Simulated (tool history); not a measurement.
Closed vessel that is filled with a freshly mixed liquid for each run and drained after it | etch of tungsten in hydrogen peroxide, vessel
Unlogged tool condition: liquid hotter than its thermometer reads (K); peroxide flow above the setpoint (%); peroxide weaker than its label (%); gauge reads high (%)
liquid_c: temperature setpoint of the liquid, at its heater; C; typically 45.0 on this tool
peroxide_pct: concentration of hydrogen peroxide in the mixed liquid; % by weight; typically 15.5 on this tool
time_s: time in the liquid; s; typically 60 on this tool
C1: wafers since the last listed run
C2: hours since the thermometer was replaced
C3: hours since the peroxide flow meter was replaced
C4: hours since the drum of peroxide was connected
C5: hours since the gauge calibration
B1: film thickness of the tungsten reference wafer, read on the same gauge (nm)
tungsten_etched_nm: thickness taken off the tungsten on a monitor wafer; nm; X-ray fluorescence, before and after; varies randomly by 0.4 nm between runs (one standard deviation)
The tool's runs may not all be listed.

run 1 day=0.000 | liquid_c=45.0 peroxide_pct=15.5 time_s=60 | C1=0 C2=1484.1 C3=1024.4 C4=600.5 C5=313.4 | B1=60.03 | tungsten_etched_nm=62.31
run 2 day=1.108 | liquid_c=45.0 peroxide_pct=15.5 time_s=60 | C1=1819 C2=1510.7 C3=1051.0 C4=627.1 C5=340.0 | B1=60.05 | tungsten_etched_nm=61.91
run 3 day=2.896 | liquid_c=45.0 peroxide_pct=15.5 time_s=60 | C1=2933 C2=1553.6 C3=1093.9 C4=670.0 C5=382.9 | B1=60.01 | tungsten_etched_nm=62.07
run 4 day=5.696 | liquid_c=45.0 peroxide_pct=15.5 time_s=60 | C1=4595 C2=1620.8 C3=1161.1 C4=737.2 C5=450.1 | B1=59.95 | tungsten_etched_nm=62.41
run 5 day=6.842 | liquid_c=45.0 peroxide_pct=15.5 time_s=60 | C1=1880 C2=1648.3 C3=1188.6 C4=764.7 C5=477.6 | B1=59.98 | tungsten_etched_nm=62.25
run 6 day=8.371 | liquid_c=45.0 peroxide_pct=15.5 time_s=85 | C1=2509 C2=1685.0 C3=1225.3 C4=801.4 C5=514.3 | B1=59.96 | tungsten_etched_nm=88.13
-- day=8.475 gauge calibrated
run 7 day=10.146 | liquid_c=45.0 peroxide_pct=15.5 time_s=85 | C1=2913 C2=1727.6 C3=1267.9 C4=844.0 C5=40.1 | B1=60.03 | tungsten_etched_nm=88.36
-- day=11.938 new drum of peroxide connected
run 8 day=12.554 | liquid_c=45.0 peroxide_pct=15.5 time_s=85 | C1=3884 C2=1785.4 C3=1325.7 C4=14.8 C5=97.9 | B1=60.01 | tungsten_etched_nm=89.00
run 9 day=13.696 | liquid_c=45.0 peroxide_pct=15.5 time_s=60 | C1=1873 C2=1812.8 C3=1353.1 C4=42.2 C5=125.3 | B1=60.01 | tungsten_etched_nm=62.35
run 10 day=15.233 | liquid_c=52.5 peroxide_pct=18.0 time_s=60 | C1=2523 C2=1849.7 C3=1390.0 C4=79.1 C5=162.2 | B1=59.98 | tungsten_etched_nm=107.03
run 11 day=23.962 | liquid_c=45.0 peroxide_pct=15.5 time_s=85 | C1=14326 C2=2059.2 C3=1599.5 C4=288.6 C5=371.7 | B1=60.00 | tungsten_etched_nm=89.16
run 12 day=26.508 | liquid_c=45.0 peroxide_pct=15.5 time_s=60 | C1=4178 C2=2120.3 C3=1660.6 C4=349.7 C5=432.8 | B1=59.97 | tungsten_etched_nm=63.24
-- day=27.204 gauge calibrated
run 13 day=27.542 | liquid_c=45.0 peroxide_pct=12.0 time_s=30 | C1=1695 C2=2145.1 C3=1685.4 C4=374.5 C5=8.1 | B1=59.98 | tungsten_etched_nm=27.86
-- day=29.221 thermometer replaced
-- day=29.362 peroxide flow meter replaced
run 14 day=29.575 | liquid_c=50.0 peroxide_pct=19.5 time_s=35 | C1=3200 C2=8.5 C3=5.1 C4=423.3 C5=56.9 | B1=59.98 | tungsten_etched_nm=53.17
run 15 day=32.508 | liquid_c=45.0 peroxide_pct=15.5 time_s=30 | C1=4814 C2=78.9 C3=75.5 C4=493.7 C5=127.3 | B1=59.99 | tungsten_etched_nm=30.08

The next listed run, before its measurement:
run 16 day=34.958 | liquid_c=36.0 peroxide_pct=12.0 time_s=95 | C1=4021 C2=137.7 C3=134.3 C4=552.5 C5=186.1 | B1=? | tungsten_etched_nm=?

Run 16 came out at B1 59.97, tungsten_etched_nm 46.64 nm.
Were there no unlogged condition in the tool, this run, its random variation unchanged, would have produced tungsten_etched_nm 46.16 nm.
